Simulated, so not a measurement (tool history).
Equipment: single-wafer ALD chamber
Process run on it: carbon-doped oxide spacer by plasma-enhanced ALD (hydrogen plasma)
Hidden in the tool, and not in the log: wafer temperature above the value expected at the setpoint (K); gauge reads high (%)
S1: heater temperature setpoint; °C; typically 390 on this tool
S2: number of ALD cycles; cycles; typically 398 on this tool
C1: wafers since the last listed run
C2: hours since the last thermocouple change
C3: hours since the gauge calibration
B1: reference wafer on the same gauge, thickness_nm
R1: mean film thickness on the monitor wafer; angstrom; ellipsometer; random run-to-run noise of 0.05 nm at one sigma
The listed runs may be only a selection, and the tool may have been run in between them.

run 1 day=0.000 | S1=390 S2=398 | C1=0 C2=2251.0 C3=624.1 | B1=21.130 | R1=201.48
run 2 day=2.479 | S1=390 S2=398 | C1=37 C2=2310.5 C3=683.6 | B1=21.143 | R1=201.02
run 3 day=4.400 | S1=390 S2=398 | C1=28 C2=2356.6 C3=729.7 | B1=21.162 | R1=202.51
run 4 day=5.825 | S1=390 S2=398 | C1=21 C2=2390.8 C3=763.9 | B1=21.188 | R1=202.84
run 5 day=7.500 | S1=390 S2=398 | C1=25 C2=2431.0 C3=804.1 | B1=21.174 | R1=202.29
run 6 day=10.108 | S1=390 S2=398 | C1=39 C2=2493.6 C3=866.7 | B1=21.190 | R1=202.19
run 7 day=11.250 | S1=390 S2=398 | C1=17 C2=2521.0 C3=894.1 | B1=21.180 | R1=202.53
run 8 day=12.308 | S1=390 S2=398 | C1=15 C2=2546.4 C3=919.5 | B1=21.198 | R1=202.30
run 9 day=14.296 | S1=390 S2=398 | C1=29 C2=2594.1 C3=967.2 | B1=21.186 | R1=202.82
run 10 day=15.662 | S1=398 S2=398 | C1=20 C2=2626.9 C3=1000.0 | B1=21.231 | R1=202.95
run 11 day=18.004 | S1=398 S2=398 | C1=35 C2=2683.1 C3=1056.2 | B1=21.230 | R1=202.37
run 12 day=19.496 | S1=398 S2=398 | C1=22 C2=2718.9 C3=1092.0 | B1=21.203 | R1=202.77
run 13 day=21.050 | S1=386 S2=356 | C1=23 C2=2756.2 C3=1129.3 | B1=21.242 | R1=181.92
run 14 day=22.108 | S1=386 S2=356 | C1=15 C2=2781.6 C3=1154.7 | B1=21.226 | R1=181.28
run 15 day=24.092 | S1=390 S2=426 | C1=29 C2=2829.2 C3=1202.3 | B1=21.223 | R1=217.38
run 16 day=25.800 | S1=390 S2=426 | C1=25 C2=2870.2 C3=1243.3 | B1=21.250 | R1=215.84
-- day=27.804 thermocouple changed; heater temperature recalibrated
run 17 day=28.229 | S1=390 S2=398 | C1=31 C2=10.2 C3=1301.6 | B1=21.223 | R1=203.28
run 18 day=30.633 | S1=385 S2=327 | C1=36 C2=67.9 C3=1359.3 | B1=21.266 | R1=166.98
run 19 day=32.379 | S1=404 S2=352 | C1=26 C2=109.8 C3=1401.2 | B1=21.240 | R1=178.07
run 20 day=34.700 | S1=404 S2=443 | C1=34 C2=165.5 C3=1456.9 | B1=21.260 | R1=224.64
run 21 day=35.704 | S1=381 S2=418 | C1=15 C2=189.6 C3=1481.0 | B1=21.258 | R1=213.42
run 22 day=38.188 | S1=386 S2=360 | C1=37 C2=249.2 C3=1540.6 | B1=21.256 | R1=184.32
run 23 day=40.692 | S1=381 S2=467 | C1=37 C2=309.3 C3=1600.7 | B1=21.266 | R1=238.69
run 24 day=42.567 | S1=390 S2=398 | C1=28 C2=354.3 C3=1645.7 | B1=21.262 | R1=203.25
run 25 day=43.808 | S1=382 S2=351 | C1=18 C2=384.1 C3=1675.5 | B1=21.266 | R1=179.40
-- day=48.704 gauge calibrated
run 26 day=50.579 | S1=385 S2=376 | C1=101 C2=546.6 C3=45.0 | B1=20.912 | R1=188.20
run 27 day=53.450 | S1=377 S2=437 | C1=43 C2=615.5 C3=113.9 | B1=20.965 | R1=219.92
run 28 day=54.633 | S1=402 S2=358 | C1=17 C2=643.9 C3=142.3 | B1=20.985 | R1=179.21
run 29 day=57.600 | S1=378 S2=398 | C1=44 C2=715.1 C3=213.5 | B1=21.022 | R1=200.68
run 30 day=59.100 | S1=405 S2=422 | C1=22 C2=751.1 C3=249.5 | B1=21.071 | R1=209.96
run 31 day=60.512 | S1=390 S2=370 | C1=21 C2=785.0 C3=283.4 | B1=21.080 | R1=186.52
run 32 day=62.621 | S1=390 S2=398 | C1=31 C2=835.6 C3=334.0 | B1=21.095 | R1=202.25
run 33 day=63.762 | S1=390 S2=398 | C1=17 C2=863.0 C3=361.4 | B1=21.144 | R1=201.69

Had the tool no unlogged condition, and each run kept its random variation, what would the results have been?
run=1 R1=198.30
run=2 R1=197.69
run=3 R1=199.05
run=4 R1=199.30
run=5 R1=198.68
run=6 R1=198.46
run=7 R1=198.75
run=8 R1=198.49
run=9 R1=198.92
run=10 R1=199.00
run=11 R1=198.36
run=12 R1=198.71
run=13 R1=178.24
run=14 R1=177.59
run=15 R1=212.91
run=16 R1=211.35
run=17 R1=199.01
run=18 R1=163.44
run=19 R1=174.27
run=20 R1=219.81
run=21 R1=208.81
run=22 R1=180.32
run=23 R1=233.47
run=24 R1=198.78
run=25 R1=175.45
run=26 R1=187.18
run=27 R1=218.14
run=28 R1=177.59
run=29 R1=198.40
run=30 R1=207.36
run=31 R1=184.04
run=32 R1=199.30
run=33 R1=198.63
